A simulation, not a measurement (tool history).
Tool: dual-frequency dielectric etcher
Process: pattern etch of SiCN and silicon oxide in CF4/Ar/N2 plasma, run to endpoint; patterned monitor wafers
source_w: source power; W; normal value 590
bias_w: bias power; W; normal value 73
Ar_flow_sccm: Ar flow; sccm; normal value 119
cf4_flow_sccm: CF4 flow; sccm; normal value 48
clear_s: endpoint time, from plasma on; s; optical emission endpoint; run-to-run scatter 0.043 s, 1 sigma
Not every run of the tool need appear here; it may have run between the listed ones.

run	hour	source_w	bias_w	Ar_flow_sccm	cf4_flow_sccm	incoming incoming film thickness, nm	clear_s
1	0	590	73	119	48	13.33	13
2	35.7	490	73	119	48	13.5	15
3	93	590	73	119	48	13.5	13
4	164.5	590	73	119	48	13.49	12.9
5	227	590	73	119	48	13.54	12.9
6	295.5	590	73	119	48	13.5	12.7
# hour 336.9: wet clean of the chamber
7	361.9	590	73	119	48	13.61	13.3
8	428.1	590	73	119	48	13.46	13.1
# hour 486.1: source power generator calibrated
9	489.7	590	73	119	48	13.5	13
# hour 527.5: upper electrode replaced, of another model than before
10	532.3	590	73	119	48	13.56	13
# hour 574.7: Ar flow controller replaced
11	577	680	73	110	48	13.42	11.9
12	635.2	450	73	119	38	13.39	14.8
# hour 705.4: wet clean of the chamber
13	705.9	590	56	119	48	13.44	14.5
14	748.9	630	73	111	40	13.61	13.3
15	809.7	680	63	101	40	13.47	13.1
16	851.5	590	73	119	48	13.54	13
17	901.1	650	85	135	59	13.51	11.6
18	941.2	650	73	94	48	13.47	11.8
# hour 963.6: CF4 flow controller replaced
# hour 1001.4: bias power generator calibrated
19	1004.4	590	73	119	48	13.59	12.9
20	1075.7	590	73	105	48	13.62	12.5
# hour 1106.8: wet clean of the chamber
21	1107.3	590	60	119	59	13.52	13.8
22	1157	590	61	119	48	13.28	13.9
23	1198.3	650	85	135	59	13.55	11.7
24	1257.5	510	73	133	56	13.42	13.6
25	1302.8	590	73	111	48	13.6	12.9

Alternative continuations, all from the tool just after run 25; predict every row:
A	1303.2	590	73	119	48	13.58	?
B	1303.2	590	73	92	45	13.58	?
C	1303.2	680	73	119	38	13.58	?

run	clear_s
A	13.1
B	12.7
C	12.9
What these runs would have given with no unlogged condition in the tool:
run	clear_s
A	13.3
B	12.9
C	13.1
